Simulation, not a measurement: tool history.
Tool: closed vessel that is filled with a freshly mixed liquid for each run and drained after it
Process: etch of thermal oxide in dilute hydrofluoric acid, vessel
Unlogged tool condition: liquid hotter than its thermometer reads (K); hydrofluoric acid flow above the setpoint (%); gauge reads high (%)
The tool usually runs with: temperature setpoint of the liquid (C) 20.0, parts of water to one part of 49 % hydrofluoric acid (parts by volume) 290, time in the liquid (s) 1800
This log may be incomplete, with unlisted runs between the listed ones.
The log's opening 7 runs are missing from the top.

| run | hour | temperature setpoint of the liquid (C) | parts of water to one part of 49 % hydrofluoric acid (parts by volume) | time in the liquid (s) | wafers since the last listed run | hours since the thermometer was replaced | hours since the hydrofluoric acid flow meter was replaced | hours since the gauge calibration | read-back film thickness of the thermal oxide reference wafer, read on the same gauge (nm) | thickness taken off the thermal oxide on a monitor wafer (nm) |
|---|---|---|---|---|---|---|---|---|---|---|
| 8 | 95.0 | 20.0 | 290 | 2565 | 611 | 1641.0 | 1765.5 | 402.1 | 80.02 | 29.62 |
| 9 | 104.2 | 20.0 | 290 | 1445 | 460 | 1650.2 | 1774.7 | 411.3 | 80.00 | 16.72 |
| 10 | 138.7 | 23.0 | 290 | 1800 | 1728 | 1684.7 | 1809.2 | 445.8 | 79.99 | 23.34 |
|  | 140.5 | gauge calibrated |
| 11 | 178.4 | 23.0 | 290 | 1800 | 1988 | 1724.4 | 1848.9 | 37.9 | 80.00 | 23.22 |
| 12 | 186.8 | 23.0 | 290 | 1800 | 420 | 1732.8 | 1857.3 | 46.3 | 80.03 | 23.34 |
| 13 | 202.2 | 20.0 | 290 | 1800 | 771 | 1748.2 | 1872.7 | 61.7 | 79.97 | 21.03 |
| 14 | 210.7 | 20.0 | 290 | 1800 | 425 | 1756.7 | 1881.2 | 70.2 | 80.03 | 20.88 |
| 15 | 223.7 | 20.0 | 290 | 1800 | 651 | 1769.7 | 1894.2 | 83.2 | 80.02 | 20.86 |
| 16 | 232.6 | 17.0 | 225 | 875 | 445 | 1778.6 | 1903.1 | 92.1 | 80.03 | 12.43 |
|  | 236.3 | thermometer replaced |
| 17 | 248.8 | 21.5 | 430 | 1475 | 761 | 12.5 | 1919.3 | 108.3 | 80.00 | 10.93 |
| 18 | 261.6 | 20.0 | 220 | 1260 | 641 | 25.3 | 1932.1 | 121.1 | 79.96 | 20.57 |
| 19 | 269.4 | 22.5 | 290 | 1800 | 390 | 33.1 | 1939.9 | 128.9 | 80.04 | 23.09 |
|  | 277.9 | hydrofluoric acid flow meter replaced |
| 20 | 293.6 | 17.0 | 290 | 2500 | 1162 | 57.3 | 15.7 | 153.1 | 79.97 | 27.97 |
| 21 | 307.2 | 21.5 | 290 | 2665 | 681 | 70.9 | 29.3 | 166.7 | 79.97 | 35.25 |
| 22 | 318.4 | 17.0 | 150 | 800 | 561 | 82.1 | 40.5 | 177.9 | 80.04 | 19.44 |
| 23 | 333.6 | 21.5 | 290 | 1190 | 761 | 97.3 | 55.7 | 193.1 | 79.96 | 15.83 |
| 24 | 350.8 | 17.0 | 190 | 2615 | 861 | 114.5 | 72.9 | 210.3 | 80.01 | 48.58 |
| 25 | 361.8 | 20.0 | 220 | 1260 | 551 | 125.5 | 83.9 | 221.3 | 80.01 | 22.09 |
|  | 368.1 | hydrofluoric acid flow meter replaced, repeated, since the last time left the tool worse |
| 26 | 376.2 | 20.0 | 290 | 1800 | 671 | 139.9 | 8.1 | 235.7 | 80.00 | 19.17 |
| 27 | 390.5 | 25.0 | 385 | 2400 | 716 | 154.2 | 22.4 | 250.0 | 80.02 | 21.22 |
| 28 | 397.7 | 17.0 | 410 | 1205 | 360 | 161.4 | 29.6 | 257.2 | 79.96 | 7.45 |
| 29 | 411.6 | 17.0 | 290 | 1800 | 696 | 175.3 | 43.5 | 271.1 | 79.99 | 17.30 |
| 30 | 428.8 | 20.0 | 290 | 1800 | 861 | 192.5 | 60.7 | 288.3 | 80.01 | 19.42 |
| 31 | 435.6 | 23.5 | 290 | 1800 | 340 | 199.3 | 67.5 | 295.1 | 80.05 | 22.04 |

5 ways to go on from here, each from the tool as it stands after run 31. What would each give?
| A | 436.8 | 20.0 | 290 | 1800 | 60 | 200.5 | 68.7 | 296.3 | ? | ? |
| B | 436.8 | 20.0 | 210 | 1800 | 60 | 200.5 | 68.7 | 296.3 | ? | ? |
| C | 436.8 | 20.0 | 250 | 2610 | 60 | 200.5 | 68.7 | 296.3 | ? | ? |
| D | 436.8 | 21.5 | 290 | 2380 | 60 | 200.5 | 68.7 | 296.3 | ? | ? |
| E | 436.8 | 24.0 | 220 | 1800 | 60 | 200.5 | 68.7 | 296.3 | ? | ? |

| run | read-back film thickness of the thermal oxide reference wafer, read on the same gauge (nm) | thickness taken off the thermal oxide on a monitor wafer (nm) |
|---|---|---|
| A | 80.00 | 19.37 |
| B | 80.00 | 28.80 |
| C | 80.00 | 33.79 |
| D | 80.00 | 27.06 |
| E | 80.00 | 31.63 |
The same runs, with their run-to-run variation unchanged, on a tool lacking any hidden condition would have given:
| run | thickness taken off the thermal oxide on a monitor wafer (nm) |
|---|---|
| A | 18.96 |
| B | 28.21 |
| C | 33.07 |
| D | 26.47 |
| E | 30.96 |
